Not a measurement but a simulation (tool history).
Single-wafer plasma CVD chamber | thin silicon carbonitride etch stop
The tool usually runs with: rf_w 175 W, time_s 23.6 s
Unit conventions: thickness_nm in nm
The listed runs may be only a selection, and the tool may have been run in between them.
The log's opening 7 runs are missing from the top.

run,hour,rf_w,time_s,"read-back reference wafer on the same gauge, thickness_nm",thickness_nm
8,310.5,175,23.6,11.063,13.328
9,366.4,175,23.6,11.075,13.219
10,417.1,175,20.1,11.053,11.248
11,446.9,175,20.1,11.054,11.256
# hour 455.1: gauge calibrated
12,507.1,175,23.6,11.210,13.461
13,547.8,175,23.6,11.209,13.439
14,596.9,175,23.6,11.199,13.404
15,640.9,175,23.6,11.197,13.407
16,702.0,175,23.6,11.197,13.424
17,728.9,175,23.6,11.177,13.395
18,775.0,140,27.9,11.189,14.704
19,814.4,205,23.6,11.166,14.061
# hour 841.6: showerhead replaced
20,847.8,175,22.0,11.158,12.453
21,896.7,150,19.7,11.154,10.606
22,954.9,175,23.6,11.143,13.369
23,1003.9,160,20.9,11.149,11.507
24,1041.1,200,21.6,11.132,12.741
25,1070.8,175,23.6,11.145,13.374
# hour 1079.2: RF generator calibrated
26,1118.4,190,22.1,11.124,12.821

Estimate the outcome of run 27 from the log above:
# hour 1129.8: thermocouple changed; heater temperature recalibrated
27,1170.6,175,26.4,?,?

read-back reference wafer on the same gauge, thickness_nm: 11.118
thickness_nm: 14.901 nm
Were there no unlogged condition in the tool, this run, its random variation unchanged, would have produced thickness_nm 15.006 nm.
